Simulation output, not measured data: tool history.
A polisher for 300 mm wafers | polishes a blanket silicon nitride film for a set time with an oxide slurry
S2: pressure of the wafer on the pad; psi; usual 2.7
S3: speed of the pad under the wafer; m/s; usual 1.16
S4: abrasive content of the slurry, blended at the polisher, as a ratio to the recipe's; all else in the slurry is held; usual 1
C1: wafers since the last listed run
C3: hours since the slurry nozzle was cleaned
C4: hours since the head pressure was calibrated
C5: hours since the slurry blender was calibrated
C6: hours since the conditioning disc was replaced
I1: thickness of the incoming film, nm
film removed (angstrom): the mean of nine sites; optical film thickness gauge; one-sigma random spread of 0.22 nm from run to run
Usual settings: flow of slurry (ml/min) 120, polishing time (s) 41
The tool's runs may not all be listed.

run 1 hour=0 | flow_of_slurry_(ml/min)=120 S2=2.7 S3=1.16 S4=1 polishing_time_(s)=41 | C1=0 wafers_polished_on_this_pad=1635 C3=188.3 C4=749.2 C5=137.6 C6=490.1 | I1=458.9 | film_removed_(angstrom)=258
-- hour=65.6 conditioning disc replaced and pad reconditioned
run 2 hour=72.9 | flow_of_slurry_(ml/min)=120 S2=2.7 S3=1.16 S4=1 polishing_time_(s)=48 | C1=421 wafers_polished_on_this_pad=2056 C3=261.2 C4=822.1 C5=210.5 C6=7.3 | I1=451.7 | film_removed_(angstrom)=304
-- hour=159.4 worn pad replaced by a new one
run 3 hour=168 | flow_of_slurry_(ml/min)=120 S2=2.7 S3=1.16 S4=1 polishing_time_(s)=41 | C1=541 wafers_polished_on_this_pad=51 C3=356.3 C4=917.2 C5=305.6 C6=102.4 | I1=449.3 | film_removed_(angstrom)=265
run 4 hour=260.9 | flow_of_slurry_(ml/min)=120 S2=2.7 S3=1.16 S4=1 polishing_time_(s)=41 | C1=551 wafers_polished_on_this_pad=603 C3=449.2 C4=1010.1 C5=398.5 C6=195.3 | I1=456.8 | film_removed_(angstrom)=263
-- hour=271 head pressure recalibrated
-- hour=290.7 slurry nozzle cleaned
-- hour=324.6 slurry blender recalibrated
run 5 hour=327.3 | flow_of_slurry_(ml/min)=120 S2=2.7 S3=1.16 S4=1 polishing_time_(s)=41 | C1=364 wafers_polished_on_this_pad=967 C3=36.6 C4=56.3 C5=2.7 C6=261.7 | I1=454.3 | film_removed_(angstrom)=242
run 6 hour=401.8 | flow_of_slurry_(ml/min)=120 S2=2.7 S3=1.08 S4=1 polishing_time_(s)=31 | C1=442 wafers_polished_on_this_pad=1410 C3=111.1 C4=130.8 C5=77.2 C6=336.2 | I1=446.7 | film_removed_(angstrom)=174
run 7 hour=497.9 | flow_of_slurry_(ml/min)=120 S2=2.7 S3=1.08 S4=1 polishing_time_(s)=31 | C1=570 wafers_polished_on_this_pad=1981 C3=207.2 C4=226.9 C5=173.3 C6=432.3 | I1=443.1 | film_removed_(angstrom)=178
-- hour=548.3 conditioning disc replaced and pad reconditioned
run 8 hour=601.8 | flow_of_slurry_(ml/min)=120 S2=2.7 S3=1.16 S4=1 polishing_time_(s)=41 | C1=605 wafers_polished_on_this_pad=2586 C3=311.1 C4=330.8 C5=277.2 C6=53.5 | I1=456 | film_removed_(angstrom)=249
run 9 hour=647.8 | flow_of_slurry_(ml/min)=120 S2=2.7 S3=1.16 S4=0.95 polishing_time_(s)=41 | C1=273 wafers_polished_on_this_pad=2860 C3=357.1 C4=376.8 C5=323.2 C6=99.5 | I1=451.1 | film_removed_(angstrom)=246
-- hour=700.1 worn pad replaced by a new one
-- hour=708.4 slurry nozzle cleaned
run 10 hour=721.1 | flow_of_slurry_(ml/min)=120 S2=3.3 S3=1.16 S4=1.3 polishing_time_(s)=41 | C1=405 wafers_polished_on_this_pad=118 C3=12.7 C4=450.1 C5=396.5 C6=172.8 | I1=452.1 | film_removed_(angstrom)=318
-- hour=772.6 slurry blender recalibrated
run 11 hour=811 | flow_of_slurry_(ml/min)=120 S2=1.8 S3=1.16 S4=1 polishing_time_(s)=41 | C1=522 wafers_polished_on_this_pad=641 C3=102.6 C4=540 C5=38.4 C6=262.7 | I1=453.4 | film_removed_(angstrom)=200
run 12 hour=867.4 | flow_of_slurry_(ml/min)=120 S2=2.7 S3=1.08 S4=1 polishing_time_(s)=31 | C1=335 wafers_polished_on_this_pad=976 C3=159 C4=596.4 C5=94.8 C6=319.1 | I1=448.1 | film_removed_(angstrom)=183
run 13 hour=951 | flow_of_slurry_(ml/min)=120 S2=2.7 S3=1.16 S4=1 polishing_time_(s)=35 | C1=496 wafers_polished_on_this_pad=1472 C3=242.6 C4=680 C5=178.4 C6=402.7 | I1=445.4 | film_removed_(angstrom)=220
run 14 hour=1008.7 | flow_of_slurry_(ml/min)=120 S2=3.4 S3=1.16 S4=1 polishing_time_(s)=41 | C1=342 wafers_polished_on_this_pad=1815 C3=300.3 C4=737.7 C5=236.1 C6=460.4 | I1=444.1 | film_removed_(angstrom)=301
-- hour=1052.7 conditioning disc replaced and pad reconditioned
-- hour=1065.1 head pressure recalibrated
run 15 hour=1076.7 | flow_of_slurry_(ml/min)=120 S2=2.7 S3=1.08 S4=1 polishing_time_(s)=31 | C1=380 wafers_polished_on_this_pad=2195 C3=368.3 C4=11.6 C5=304.1 C6=24 | I1=452.8 | film_removed_(angstrom)=173
-- hour=1122.5 worn pad replaced by a new one
-- hour=1147.9 slurry nozzle cleaned
run 16 hour=1161.9 | flow_of_slurry_(ml/min)=120 S2=2.7 S3=0.84 S4=0.9 polishing_time_(s)=41 | C1=476 wafers_polished_on_this_pad=228 C3=14 C4=96.8 C5=389.3 C6=109.2 | I1=442.2 | film_removed_(angstrom)=178
run 17 hour=1232.3 | flow_of_slurry_(ml/min)=120 S2=2.7 S3=1.16 S4=1 polishing_time_(s)=41 | C1=418 wafers_polished_on_this_pad=646 C3=84.4 C4=167.2 C5=459.7 C6=179.6 | I1=455.5 | film_removed_(angstrom)=246
-- hour=1328.6 slurry blender recalibrated
run 18 hour=1338.8 | flow_of_slurry_(ml/min)=120 S2=3.1 S3=0.96 S4=1.1 polishing_time_(s)=48 | C1=620 wafers_polished_on_this_pad=1267 C3=190.9 C4=273.7 C5=10.2 C6=286.1 | I1=452.3 | film_removed_(angstrom)=284
run 19 hour=1431.9 | flow_of_slurry_(ml/min)=120 S2=2.7 S3=1.16 S4=1 polishing_time_(s)=41 | C1=553 wafers_polished_on_this_pad=1820 C3=284 C4=366.8 C5=103.3 C6=379.2 | I1=454.3 | film_removed_(angstrom)=252
-- hour=1471.1 conditioning disc replaced and pad reconditioned
run 20 hour=1504.3 | flow_of_slurry_(ml/min)=120 S2=2.4 S3=1.28 S4=1 polishing_time_(s)=41 | C1=418 wafers_polished_on_this_pad=2238 C3=356.4 C4=439.2 C5=175.7 C6=33.2 | I1=448.9 | film_removed_(angstrom)=252
-- hour=1548.2 worn pad replaced by a new one
-- hour=1568.3 slurry nozzle cleaned
run 21 hour=1573 | flow_of_slurry_(ml/min)=120 S2=2.7 S3=1.16 S4=1 polishing_time_(s)=41 | C1=378 wafers_polished_on_this_pad=141 C3=4.7 C4=507.9 C5=244.4 C6=101.9 | I1=449.7 | film_removed_(angstrom)=252
run 22 hour=1672.5 | flow_of_slurry_(ml/min)=120 S2=2.7 S3=1.16 S4=1 polishing_time_(s)=41 | C1=591 wafers_polished_on_this_pad=732 C3=104.2 C4=607.4 C5=343.9 C6=201.4 | I1=445.8 | film_removed_(angstrom)=253
run 23 hour=1722.5 | flow_of_slurry_(ml/min)=120 S2=2.7 S3=1.16 S4=1 polishing_time_(s)=41 | C1=297 wafers_polished_on_this_pad=1029 C3=154.2 C4=657.4 C5=393.9 C6=251.4 | I1=447.4 | film_removed_(angstrom)=255
-- hour=1803.7 slurry blender recalibrated
run 24 hour=1804.2 | flow_of_slurry_(ml/min)=120 S2=2.7 S3=0.9 S4=1 polishing_time_(s)=29 | C1=473 wafers_polished_on_this_pad=1502 C3=235.9 C4=739.1 C5=0.5 C6=333.1 | I1=449.9 | film_removed_(angstrom)=146
run 25 hour=1891.7 | flow_of_slurry_(ml/min)=120 S2=3.2 S3=1.16 S4=1 polishing_time_(s)=41 | C1=519 wafers_polished_on_this_pad=2022 C3=323.4 C4=826.6 C5=88 C6=420.6 | I1=456.5 | film_removed_(angstrom)=291

Forecast each of these 4 alternatives for the next run:
run A hour=1892.1 | flow_of_slurry_(ml/min)=120 S2=2.7 S3=1.16 S4=1 polishing_time_(s)=28 | C1=2 wafers_polished_on_this_pad=2025 C3=323.8 C4=827 C5=88.4 C6=421 | I1=451.7 | film_removed_(angstrom)=?
run B hour=1892.1 | flow_of_slurry_(ml/min)=150 S2=2.7 S3=0.92 S4=0.85 polishing_time_(s)=41 | C1=2 wafers_polished_on_this_pad=2025 C3=323.8 C4=827 C5=88.4 C6=421 | I1=451.7 | film_removed_(angstrom)=?
run C hour=1892.1 | flow_of_slurry_(ml/min)=120 S2=3.6 S3=0.94 S4=0.75 polishing_time_(s)=54 | C1=2 wafers_polished_on_this_pad=2025 C3=323.8 C4=827 C5=88.4 C6=421 | I1=451.7 | film_removed_(angstrom)=?
run D hour=1892.1 | flow_of_slurry_(ml/min)=120 S2=3.3 S3=1.16 S4=1 polishing_time_(s)=41 | C1=2 wafers_polished_on_this_pad=2025 C3=323.8 C4=827 C5=88.4 C6=421 | I1=451.7 | film_removed_(angstrom)=?

run=A film_removed_(angstrom)=176
run=B film_removed_(angstrom)=209
run=C film_removed_(angstrom)=304
run=D film_removed_(angstrom)=294
The same runs, with their run-to-run variation unchanged, on a tool lacking any hidden condition would have given:
run=A film_removed_(angstrom)=165
run=B film_removed_(angstrom)=196
run=C film_removed_(angstrom)=286
run=D film_removed_(angstrom)=276
